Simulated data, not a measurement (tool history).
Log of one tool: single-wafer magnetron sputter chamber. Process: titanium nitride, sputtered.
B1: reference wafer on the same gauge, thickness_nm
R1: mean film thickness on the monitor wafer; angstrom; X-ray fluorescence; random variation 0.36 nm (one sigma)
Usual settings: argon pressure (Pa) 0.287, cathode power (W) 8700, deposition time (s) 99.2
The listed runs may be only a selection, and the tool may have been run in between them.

{"run": 1, "hour": 0.0, "argon pressure (Pa)": 0.287, "cathode power (W)": 8700, "deposition time (s)": 99.2, "B1": 169.091, "R1": 1762.43}
{"hour": 18.1, "done": "sputter target and shields replaced"}
{"run": 2, "hour": 57.6, "argon pressure (Pa)": 0.287, "cathode power (W)": 8700, "deposition time (s)": 99.2, "B1": 169.012, "R1": 1771.4}
{"run": 3, "hour": 104.9, "argon pressure (Pa)": 0.287, "cathode power (W)": 8700, "deposition time (s)": 99.2, "B1": 168.991, "R1": 1773.14}
{"run": 4, "hour": 162.9, "argon pressure (Pa)": 0.287, "cathode power (W)": 8700, "deposition time (s)": 99.2, "B1": 169.003, "R1": 1774.61}
{"run": 5, "hour": 190.5, "argon pressure (Pa)": 0.287, "cathode power (W)": 8700, "deposition time (s)": 99.2, "B1": 168.983, "R1": 1773.17}
{"run": 6, "hour": 228.5, "argon pressure (Pa)": 0.287, "cathode power (W)": 9400, "deposition time (s)": 99.2, "B1": 168.991, "R1": 1852.92}
{"hour": 242.8, "done": "sputter target and shields replaced"}
{"run": 7, "hour": 254.6, "argon pressure (Pa)": 0.287, "cathode power (W)": 9850, "deposition time (s)": 99.2, "B1": 168.964, "R1": 1922.63}
{"run": 8, "hour": 302.5, "argon pressure (Pa)": 0.287, "cathode power (W)": 9850, "deposition time (s)": 99.2, "B1": 168.977, "R1": 1921.44}
{"run": 9, "hour": 345.5, "argon pressure (Pa)": 0.287, "cathode power (W)": 9850, "deposition time (s)": 99.2, "B1": 168.96, "R1": 1919.97}
{"run": 10, "hour": 383.9, "argon pressure (Pa)": 0.287, "cathode power (W)": 8700, "deposition time (s)": 99.2, "B1": 168.947, "R1": 1771.82}
{"run": 11, "hour": 417.5, "argon pressure (Pa)": 0.287, "cathode power (W)": 8700, "deposition time (s)": 99.2, "B1": 168.958, "R1": 1767.22}
{"hour": 450.2, "done": "capacitance manometer re-zeroed and calibrated"}
{"run": 12, "hour": 467.4, "argon pressure (Pa)": 0.356, "cathode power (W)": 8700, "deposition time (s)": 99.2, "B1": 168.942, "R1": 1704.94}
{"hour": 477.9, "done": "sputter target and shields replaced"}
{"run": 13, "hour": 529.1, "argon pressure (Pa)": 0.356, "cathode power (W)": 8700, "deposition time (s)": 99.2, "B1": 169.027, "R1": 1719.78}
{"run": 14, "hour": 573.7, "argon pressure (Pa)": 0.356, "cathode power (W)": 8700, "deposition time (s)": 99.2, "B1": 169.025, "R1": 1724.36}
{"run": 15, "hour": 603.5, "argon pressure (Pa)": 0.224, "cathode power (W)": 10750, "deposition time (s)": 116, "B1": 168.967, "R1": 2399.15}
{"run": 16, "hour": 650.2, "argon pressure (Pa)": 0.316, "cathode power (W)": 6800, "deposition time (s)": 112.7, "B1": 169.01, "R1": 1712.01}
{"hour": 662.3, "done": "magnet pack replaced"}
{"hour": 690.9, "done": "gauge calibrated"}
{"run": 17, "hour": 695.3, "argon pressure (Pa)": 0.287, "cathode power (W)": 10800, "deposition time (s)": 81.8, "B1": 169.053, "R1": 1660.74}
{"hour": 721.1, "done": "sputter target and shields replaced"}
{"run": 18, "hour": 728.0, "argon pressure (Pa)": 0.356, "cathode power (W)": 10350, "deposition time (s)": 106.2, "B1": 169.07, "R1": 2072.38}
{"run": 19, "hour": 784.8, "argon pressure (Pa)": 0.287, "cathode power (W)": 8700, "deposition time (s)": 84.3, "B1": 169.029, "R1": 1504.5}
{"run": 20, "hour": 845.8, "argon pressure (Pa)": 0.174, "cathode power (W)": 6800, "deposition time (s)": 116.7, "B1": 169.004, "R1": 1858.54}
{"run": 21, "hour": 902.5, "argon pressure (Pa)": 0.287, "cathode power (W)": 8700, "deposition time (s)": 99.2, "B1": 168.923, "R1": 1757.69}
{"run": 22, "hour": 932.8, "argon pressure (Pa)": 0.287, "cathode power (W)": 8700, "deposition time (s)": 99.2, "B1": 169.052, "R1": 1762.94}
{"run": 23, "hour": 974.2, "argon pressure (Pa)": 0.327, "cathode power (W)": 10650, "deposition time (s)": 114.1, "B1": 169.023, "R1": 2260.89}
{"hour": 1003.1, "done": "sputter target and shields replaced"}
{"run": 24, "hour": 1030.1, "argon pressure (Pa)": 0.248, "cathode power (W)": 8700, "deposition time (s)": 99.2, "B1": 168.956, "R1": 1794.38}
{"run": 25, "hour": 1084.3, "argon pressure (Pa)": 0.214, "cathode power (W)": 8700, "deposition time (s)": 99.2, "B1": 168.986, "R1": 1813.44}
{"run": 26, "hour": 1118.2, "argon pressure (Pa)": 0.287, "cathode power (W)": 8700, "deposition time (s)": 118.4, "B1": 168.943, "R1": 2109.1}
{"run": 27, "hour": 1171.8, "argon pressure (Pa)": 0.287, "cathode power (W)": 8700, "deposition time (s)": 99.2, "B1": 168.974, "R1": 1773.71}
{"hour": 1241.2, "done": "sputter target and shields replaced"}
{"run": 28, "hour": 1241.7, "argon pressure (Pa)": 0.287, "cathode power (W)": 6700, "deposition time (s)": 99.2, "B1": 169.136, "R1": 1529.57}

Forecast each of these 4 alternatives for the next run:
{"run": "A", "hour": 1242.1, "argon pressure (Pa)": 0.287, "cathode power (W)": 8700, "deposition time (s)": 99.2, "B1": "?", "R1": "?"}
{"run": "B", "hour": 1242.1, "argon pressure (Pa)": 0.195, "cathode power (W)": 7100, "deposition time (s)": 84.6, "B1": "?", "R1": "?"}
{"run": "C", "hour": 1242.1, "argon pressure (Pa)": 0.287, "cathode power (W)": 10200, "deposition time (s)": 99.2, "B1": "?", "R1": "?"}
{"run": "D", "hour": 1242.1, "argon pressure (Pa)": 0.287, "cathode power (W)": 8700, "deposition time (s)": 84.9, "B1": "?", "R1": "?"}

run=A B1=168.975 R1=1778.7
run=B B1=168.975 R1=1383.2
run=C B1=168.975 R1=1966.71
run=D B1=168.975 R1=1522.29
Had the tool no hidden state, the same runs would have come out as:
run=A R1=1756.09
run=B R1=1370.67
run=C R1=1941.71
run=D R1=1502.94
